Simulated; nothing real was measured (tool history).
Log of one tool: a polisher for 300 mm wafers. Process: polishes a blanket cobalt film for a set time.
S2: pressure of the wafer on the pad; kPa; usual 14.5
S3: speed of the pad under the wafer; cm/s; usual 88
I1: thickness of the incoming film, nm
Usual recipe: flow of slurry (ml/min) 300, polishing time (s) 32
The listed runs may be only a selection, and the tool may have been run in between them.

Run 1, day 0: usual settings; I1 1262.3. Result: film removed (Å) 1430.
Run 2, day 2.367: usual settings; I1 1257.2. Result: film removed (Å) 1343.
Run 3, day 3.9: usual settings but polishing time (s) 38; I1 1274.7. Result: film removed (Å) 1579.
At day 5.221: worn pad replaced by a new one.
Run 4, day 6.162: usual settings but polishing time (s) 38; I1 1290.4. Result: film removed (Å) 1658.
Run 5, day 8.925: usual settings but polishing time (s) 38; I1 1287.2. Result: film removed (Å) 1583.
At day 11.246: worn pad replaced by a new one.
Run 6, day 11.292: usual settings but S3 110 cm/s; I1 1277.5. Result: film removed (Å) 1735.
Run 7, day 12.825: usual settings but S3 110 cm/s; I1 1284.8. Result: film removed (Å) 1727.
At day 15.404: slurry nozzle cleaned.
Run 8, day 15.542: usual settings; I1 1252.6. Result: film removed (Å) 1306.
Run 9, day 16.571: usual settings; I1 1246.4. Result: film removed (Å) 1267.
At day 17.7: worn pad replaced by a new one.
At day 18.583: head pressure recalibrated.
Run 10, day 19.067: usual settings but polishing time (s) 27; I1 1263.9. Result: film removed (Å) 1287.

Expected results for the next run?
Run 11, day 21.296: usual settings but S3 110 cm/s; I1 1279.9. Result: film removed (Å) ?.

film removed (Å): 1796
Take away the tool's hidden state, keep the run-to-run variation as it was, and the same run would have given film removed (Å) 1979.
